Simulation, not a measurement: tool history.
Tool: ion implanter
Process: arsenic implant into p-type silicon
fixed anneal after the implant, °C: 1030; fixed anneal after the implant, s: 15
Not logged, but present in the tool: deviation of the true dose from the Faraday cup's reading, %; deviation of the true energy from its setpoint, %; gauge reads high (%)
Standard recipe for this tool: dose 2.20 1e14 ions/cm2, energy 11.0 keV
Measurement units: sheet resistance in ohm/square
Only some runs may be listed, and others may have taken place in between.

| run | hour | dose | energy | wafers since the last listed run | hours since the last dose calibration | hours since the extraction supply was calibrated | hours since the gauge calibration | read-back reference wafer on the same gauge, sheet resistance | sheet resistance |
|---|---|---|---|---|---|---|---|---|---|
| 1 | 0.0 | 2.20 | 11.0 | 0 | 23.8 | 990.8 | 184.8 | 453.82 | 404.55 |
| 2 | 156.4 | 2.20 | 11.0 | 2841 | 180.2 | 1147.2 | 341.2 | 452.98 | 405.14 |
| 3 | 204.5 | 2.20 | 11.0 | 873 | 228.3 | 1195.3 | 389.3 | 452.69 | 405.15 |
| 4 | 229.6 | 2.20 | 11.0 | 456 | 253.4 | 1220.4 | 414.4 | 452.51 | 406.19 |
| 5 | 295.8 | 2.20 | 11.0 | 1202 | 319.6 | 1286.6 | 480.6 | 451.61 | 403.15 |
| 6 | 343.5 | 2.20 | 9.0 | 866 | 367.3 | 1334.3 | 528.3 | 451.86 | 412.69 |
| 7 | 388.8 | 2.20 | 9.0 | 823 | 412.6 | 1379.6 | 573.6 | 450.88 | 412.25 |
| 8 | 454.1 | 2.20 | 11.0 | 1186 | 477.9 | 1444.9 | 638.9 | 449.98 | 403.54 |
| 9 | 519.6 | 2.20 | 11.0 | 1189 | 543.4 | 1510.4 | 704.4 | 448.91 | 401.33 |
| 10 | 553.2 | 2.20 | 11.0 | 610 | 577.0 | 1544.0 | 738.0 | 448.57 | 403.44 |
| 11 | 608.4 | 2.20 | 11.0 | 1002 | 632.2 | 1599.2 | 793.2 | 447.94 | 402.76 |
| 12 | 722.0 | 2.20 | 11.0 | 2063 | 745.8 | 1712.8 | 906.8 | 445.69 | 399.66 |
| 13 | 863.7 | 1.74 | 11.0 | 2574 | 887.5 | 1854.5 | 1048.5 | 442.91 | 476.96 |
| 14 | 909.0 | 2.83 | 12.5 | 823 | 932.8 | 1899.8 | 1093.8 | 442.00 | 322.77 |
|  | 932.6 | gauge calibrated |
| 15 | 937.7 | 2.63 | 8.0 | 521 | 961.5 | 1928.5 | 5.1 | 455.44 | 367.10 |
| 16 | 995.8 | 2.63 | 8.0 | 1055 | 1019.6 | 1986.6 | 63.2 | 455.46 | 365.05 |
| 17 | 1033.2 | 1.65 | 8.0 | 679 | 1057.0 | 2024.0 | 100.6 | 455.12 | 524.98 |
| 18 | 1086.2 | 1.72 | 12.0 | 962 | 1110.0 | 2077.0 | 153.6 | 455.70 | 490.23 |
| 19 | 1132.6 | 2.83 | 8.0 | 842 | 1156.4 | 2123.4 | 200.0 | 455.20 | 344.83 |
|  | 1140.7 | Faraday cup replaced and dose calibrated |
| 20 | 1179.4 | 1.72 | 12.5 | 704 | 38.7 | 2170.2 | 246.8 | 454.99 | 484.96 |
|  | 1200.2 | extraction supply calibrated |
| 21 | 1225.9 | 2.39 | 11.0 | 699 | 85.2 | 25.7 | 293.3 | 454.58 | 383.41 |
| 22 | 1277.6 | 2.63 | 8.0 | 939 | 136.9 | 77.4 | 345.0 | 454.53 | 363.89 |
| 23 | 1366.7 | 2.20 | 11.0 | 1618 | 226.0 | 166.5 | 434.1 | 453.56 | 406.09 |
| 24 | 1435.4 | 2.63 | 8.0 | 1248 | 294.7 | 235.2 | 502.8 | 452.97 | 364.48 |
| 25 | 1489.1 | 2.83 | 12.5 | 975 | 348.4 | 288.9 | 556.5 | 452.31 | 329.28 |
| 26 | 1520.3 | 1.76 | 13.0 | 566 | 379.6 | 320.1 | 587.7 | 451.98 | 471.42 |

Per-run results on a tool with no hidden state, each run keeping its own random variation:
| run | sheet resistance |
|---|---|
| 1 | 405.66 |
| 2 | 407.00 |
| 3 | 407.32 |
| 4 | 408.55 |
| 5 | 406.02 |
| 6 | 416.08 |
| 7 | 416.09 |
| 8 | 408.02 |
| 9 | 406.58 |
| 10 | 409.16 |
| 11 | 409.24 |
| 12 | 407.86 |
| 13 | 489.79 |
| 14 | 332.18 |
| 15 | 366.66 |
| 16 | 364.65 |
| 17 | 524.46 |
| 18 | 489.90 |
| 19 | 344.72 |
| 20 | 485.03 |
| 21 | 383.67 |
| 22 | 364.41 |
| 23 | 407.29 |
| 24 | 366.08 |
| 25 | 331.14 |
| 26 | 474.45 |
